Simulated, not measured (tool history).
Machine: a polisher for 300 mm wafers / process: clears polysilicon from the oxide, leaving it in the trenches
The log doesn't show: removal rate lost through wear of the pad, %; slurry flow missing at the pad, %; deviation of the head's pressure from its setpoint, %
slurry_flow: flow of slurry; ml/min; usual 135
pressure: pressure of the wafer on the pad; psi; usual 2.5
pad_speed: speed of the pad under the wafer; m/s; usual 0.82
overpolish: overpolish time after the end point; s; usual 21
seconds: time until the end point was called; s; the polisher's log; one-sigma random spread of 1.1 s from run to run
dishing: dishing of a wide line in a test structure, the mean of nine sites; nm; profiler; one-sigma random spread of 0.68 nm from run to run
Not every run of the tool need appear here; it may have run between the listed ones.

run	hour	slurry_flow	pressure	pad_speed	overpolish	wafers since the last listed run	wafers polished on this pad	hours since the slurry nozzle was cleaned	hours since the head pressure was calibrated	incoming thickness of the incoming film, nm	seconds	dishing
1	0.0	135	1.9	0.82	21	0	172	418.1	498.6	710.5	99.9	48.1
2	31.6	135	1.9	0.82	21	159	332	449.7	530.2	720.0	108.0	48.3
3	56.7	135	1.9	0.82	21	127	459	474.8	555.3	704.5	106.6	48.0
# hour 82.1: worn pad replaced by a new one
4	89.8	135	2.5	0.82	21	147	39	507.9	588.4	711.4	74.6	52.2
5	113.8	135	2.5	0.82	21	121	160	531.9	612.4	709.4	74.7	50.3
6	128.8	135	2.5	0.82	21	75	236	546.9	627.4	714.1	76.6	51.6
7	149.7	135	2.5	0.82	21	105	342	567.8	648.3	702.6	79.2	51.1
8	171.1	135	2.5	0.82	21	108	450	589.2	669.7	713.1	78.9	51.7
9	201.7	110	2.5	0.82	21	154	605	619.8	700.3	717.5	85.8	49.0
10	220.8	110	2.5	0.82	21	96	702	638.9	719.4	712.3	84.2	51.0
# hour 230.5: worn pad replaced by a new one
11	233.2	100	2.7	0.82	21	42	13	651.3	731.8	704.9	71.3	52.4
# hour 245.6: slurry nozzle cleaned
12	254.9	120	2.5	0.82	21	104	118	9.3	753.5	708.7	78.9	52.6
13	270.2	135	2.5	0.74	21	77	195	24.6	768.8	721.0	87.1	49.7
14	283.6	135	1.9	0.82	21	67	263	38.0	782.2	713.6	106.1	47.9
15	298.5	135	2.5	0.82	21	75	339	52.9	797.1	698.6	80.1	50.3
16	323.4	135	2.1	0.82	14	126	465	77.8	822.0	709.3	94.1	42.6
# hour 327.5: head pressure recalibrated
17	335.5	155	2.8	0.82	10	51	516	89.9	8.0	702.8	69.1	43.3
# hour 350.0: worn pad replaced by a new one
18	358.0	110	2.5	0.82	21	93	40	112.4	30.5	719.7	76.0	51.6
19	383.0	135	3.2	0.98	29	126	167	137.4	55.5	706.2	49.8	54.4
20	408.7	175	2.5	0.90	21	130	297	163.1	81.2	706.9	69.1	51.9
21	432.9	175	2.5	0.82	21	122	419	187.3	105.4	697.5	76.4	52.4

Run 22, settings as shown, results not yet in. Your forecast:
22	458.6	175	3.2	0.82	21	130	549	213.0	131.1	705.1	?	?

{"run 22": {"seconds": 59.9, "dishing": 52.5}}
Take away the tool's hidden state, keep the run-to-run variation as it was, and the same run would have given seconds 52.2 s, dishing 53.0 nm.
